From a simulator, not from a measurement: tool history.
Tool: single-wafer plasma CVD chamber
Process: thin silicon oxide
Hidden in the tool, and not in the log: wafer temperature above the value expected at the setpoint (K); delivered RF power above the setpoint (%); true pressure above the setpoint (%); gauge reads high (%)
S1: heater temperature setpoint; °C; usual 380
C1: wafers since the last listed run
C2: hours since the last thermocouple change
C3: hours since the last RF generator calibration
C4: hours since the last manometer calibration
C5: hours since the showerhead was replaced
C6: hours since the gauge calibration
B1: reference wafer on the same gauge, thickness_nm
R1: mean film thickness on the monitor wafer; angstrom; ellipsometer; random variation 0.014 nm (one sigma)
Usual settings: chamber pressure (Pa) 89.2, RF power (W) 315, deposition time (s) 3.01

Run 1, hour 0.0: usual settings; C1 0; C2 1974.7; C3 624.3; C4 2050.4; C5 3978.5; C6 437.5; B1 4.752. Result: R1 45.58 angstrom.
At hour 14.4: gauge calibrated.
Run 2, hour 32.5: usual settings; C1 1464; C2 2007.2; C3 656.8; C4 2082.9; C5 4011.0; C6 18.1; B1 4.748. Result: R1 45.54 angstrom.
Run 3, hour 61.7: usual settings but deposition time (s) 2.58; C1 1315; C2 2036.4; C3 686.0; C4 2112.1; C5 4040.2; C6 47.3; B1 4.751. Result: R1 39.08 angstrom.
Run 4, hour 76.3: usual settings but deposition time (s) 2.58; C1 657; C2 2051.0; C3 700.6; C4 2126.7; C5 4054.8; C6 61.9; B1 4.750. Result: R1 39.12 angstrom.
Run 5, hour 89.0: usual settings but deposition time (s) 2.58; C1 572; C2 2063.7; C3 713.3; C4 2139.4; C5 4067.5; C6 74.6; B1 4.745. Result: R1 39.15 angstrom.
Run 6, hour 156.3: usual settings but chamber pressure (Pa) 79.5; C1 3032; C2 2131.0; C3 780.6; C4 2206.7; C5 4134.8; C6 141.9; B1 4.748. Result: R1 40.36 angstrom.
Run 7, hour 169.7: usual settings; C1 603; C2 2144.4; C3 794.0; C4 2220.1; C5 4148.2; C6 155.3; B1 4.751. Result: R1 45.41 angstrom.
Run 8, hour 202.4: usual settings; C1 1473; C2 2177.1; C3 826.7; C4 2252.8; C5 4180.9; C6 188.0; B1 4.753. Result: R1 45.42 angstrom.
Run 9, hour 221.4: usual settings; C1 856; C2 2196.1; C3 845.7; C4 2271.8; C5 4199.9; C6 207.0; B1 4.755. Result: R1 45.63 angstrom.
At hour 249.4: capacitance manometer re-zeroed and calibrated.
Run 10, hour 253.1: usual settings; C1 1067; C2 2227.8; C3 877.4; C4 3.7; C5 4231.6; C6 238.7; B1 4.754. Result: R1 45.51 angstrom.
Run 11, hour 270.4: usual settings; C1 779; C2 2245.1; C3 894.7; C4 21.0; C5 4248.9; C6 256.0; B1 4.746. Result: R1 45.36 angstrom.
Run 12, hour 285.9: usual settings but S1 374 °C, chamber pressure (Pa) 77.5, RF power (W) 350, deposition time (s) 3.55; C1 698; C2 2260.6; C3 910.2; C4 36.5; C5 4264.4; C6 271.5; B1 4.755. Result: R1 48.11 angstrom.
Run 13, hour 309.3: usual settings but S1 367 °C, chamber pressure (Pa) 105.2, RF power (W) 260, deposition time (s) 3.33; C1 1054; C2 2284.0; C3 933.6; C4 59.9; C5 4287.8; C6 294.9; B1 4.758. Result: R1 56.61 angstrom.
At hour 335.1: showerhead replaced.
At hour 346.4: thermocouple changed; heater temperature recalibrated.
Run 14, hour 346.9: usual settings but chamber pressure (Pa) 95.5; C1 973; C2 0.5; C3 971.2; C4 97.5; C5 11.8; C6 332.5; B1 4.749. Result: R1 48.79 angstrom.
At hour 357.4: gauge calibrated.
Run 15, hour 358.8: usual settings; C1 536; C2 12.4; C3 983.1; C4 109.4; C5 23.7; C6 1.4; B1 4.749. Result: R1 45.54 angstrom.
At hour 402.0: RF generator calibrated.
Run 16, hour 438.0: usual settings but S1 389 °C, RF power (W) 260; C1 3207; C2 91.6; C3 36.0; C4 188.6; C5 102.9; C6 80.6; B1 4.748. Result: R1 44.02 angstrom.
Run 17, hour 472.3: usual settings but chamber pressure (Pa) 96.7; C1 1545; C2 125.9; C3 70.3; C4 222.9; C5 137.2; C6 114.9; B1 4.755. Result: R1 50.08 angstrom.
Run 18, hour 493.1: usual settings but S1 388 °C, chamber pressure (Pa) 76.8, RF power (W) 335, deposition time (s) 3.50; C1 937; C2 146.7; C3 91.1; C4 243.7; C5 158.0; C6 135.7; B1 4.747. Result: R1 46.81 angstrom.
Run 19, hour 507.9: usual settings but S1 370 °C, deposition time (s) 3.21; C1 666; C2 161.5; C3 105.9; C4 258.5; C5 172.8; C6 150.5; B1 4.746. Result: R1 49.86 angstrom.
Run 20, hour 533.4: usual settings but deposition time (s) 2.58; C1 1148; C2 187.0; C3 131.4; C4 284.0; C5 198.3; C6 176.0; B1 4.747. Result: R1 39.76 angstrom.
Run 21, hour 549.3: usual settings but deposition time (s) 3.56; C1 716; C2 202.9; C3 147.3; C4 299.9; C5 214.2; C6 191.9; B1 4.753. Result: R1 54.93 angstrom.
Run 22, hour 574.7: usual settings but S1 395 °C, chamber pressure (Pa) 104.1, deposition time (s) 2.73; C1 1144; C2 228.3; C3 172.7; C4 325.3; C5 239.6; C6 217.3; B1 4.747. Result: R1 48.09 angstrom.
Run 23, hour 591.0: usual settings but S1 370 °C, chamber pressure (Pa) 109.6, deposition time (s) 2.42; C1 734; C2 244.6; C3 189.0; C4 341.6; C5 255.9; C6 233.6; B1 4.753. Result: R1 45.64 angstrom.

Forecast each of these 4 alternatives for the next run:
Run A, hour 591.4: usual settings but S1 391 °C; C1 18; C2 245.0; C3 189.4; C4 342.0; C5 256.3; C6 234.0; B1 ?. Result: R1 ?.
Run B, hour 591.4: usual settings but chamber pressure (Pa) 83.2, deposition time (s) 2.81; C1 18; C2 245.0; C3 189.4; C4 342.0; C5 256.3; C6 234.0; B1 ?. Result: R1 ?.
Run C, hour 591.4: usual settings but S1 388 °C, RF power (W) 285, deposition time (s) 2.60; C1 18; C2 245.0; C3 189.4; C4 342.0; C5 256.3; C6 234.0; B1 ?. Result: R1 ?.
Run D, hour 591.4: usual settings but chamber pressure (Pa) 110.1, RF power (W) 375, deposition time (s) 2.82; C1 18; C2 245.0; C3 189.4; C4 342.0; C5 256.3; C6 234.0; B1 ?. Result: R1 ?.

run     B1     R1
  A  4.748  45.69
  B  4.748  40.10
  C  4.748  38.54
  D  4.748  55.11
Without the tool's hidden state the same runs would have given:
run     R1
  A  46.13
  B  40.49
  C  38.94
  D  55.64
